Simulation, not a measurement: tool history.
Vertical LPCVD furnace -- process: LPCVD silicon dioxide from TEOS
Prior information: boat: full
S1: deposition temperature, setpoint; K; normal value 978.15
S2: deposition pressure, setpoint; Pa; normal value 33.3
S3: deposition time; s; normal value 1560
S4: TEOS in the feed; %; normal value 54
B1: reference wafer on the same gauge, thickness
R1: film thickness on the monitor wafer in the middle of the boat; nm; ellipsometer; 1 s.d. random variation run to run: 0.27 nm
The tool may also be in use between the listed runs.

Run 1, hour 0: usual settings; B1 170.02. Result: R1 175.8 nm.
Run 2, hour 13.5: usual settings; B1 169.96. Result: R1 175.96 nm.
Run 3, hour 24.8: usual settings; B1 170.05. Result: R1 175.7 nm.
Run 4, hour 40.9: usual settings; B1 170.04. Result: R1 175.11 nm.
Run 5, hour 58.8: usual settings; B1 170.05. Result: R1 176.1 nm.
Run 6, hour 66.9: usual settings; B1 170. Result: R1 175.82 nm.
Run 7, hour 77.4: usual settings; B1 169.97. Result: R1 175.83 nm.
At hour 105.5: TEOS flow controller replaced.
Run 8, hour 106: usual settings; B1 169.98. Result: R1 176.22 nm.
Run 9, hour 109.3: usual settings but S4 61 %; B1 170.04. Result: R1 187.69 nm.
Run 10, hour 114.8: usual settings but S1 972.15 K, S2 26 Pa, S3 1830 s; B1 170.01. Result: R1 159.16 nm.
Run 11, hour 128.7: usual settings; B1 169.93. Result: R1 176.46 nm.
Run 12, hour 139.9: usual settings but S2 39.3 Pa, S3 1860 s; B1 169.99. Result: R1 228.44 nm.
At hour 143.3: gauge calibrated.
At hour 170.6: thermocouples replaced and temperature profile calibrated.
At hour 175.2: pressure gauge zeroed.
Run 13, hour 175.7: usual settings; B1 169.93. Result: R1 159.59 nm.
Run 14, hour 178.9: usual settings but S1 985.15 K, S2 30.7 Pa, S3 1770 s; B1 170.01. Result: R1 204.03 nm.
Run 15, hour 182.9: usual settings; B1 169.94. Result: R1 159.68 nm.
Run 16, hour 195.4: usual settings but S3 1140 s; B1 170.01. Result: R1 116.8 nm.
Run 17, hour 211.9: usual settings but S4 47 %; B1 169.91. Result: R1 148.98 nm.
Run 18, hour 245.8: usual settings but S1 987.15 K, S2 26 Pa, S4 64 %; B1 170.05. Result: R1 188.67 nm.
Run 19, hour 262.5: usual settings but S1 987.15 K; B1 169.94. Result: R1 196.45 nm.

Here are 3 independent what-if runs from the current tool condition. What would each one return?
Run A, hour 265.8: usual settings; B1 ?. Result: R1 ?.
Run B, hour 265.8: usual settings but S2 27.3 Pa, S3 1050 s, S4 51 %; B1 ?. Result: R1 ?.
Run C, hour 265.8: usual settings but S1 989.15 K, S2 31.3 Pa, S3 1980 s; B1 ?. Result: R1 ?.

run     B1      R1
  A  170.1  159.66
  B  170.1   94.57
  C  170.1   252.3
Take away the tool's hidden state, keep each run's random variation, and the runs would have read:
run      R1
  A  157.94
  B   93.55
  C  249.64
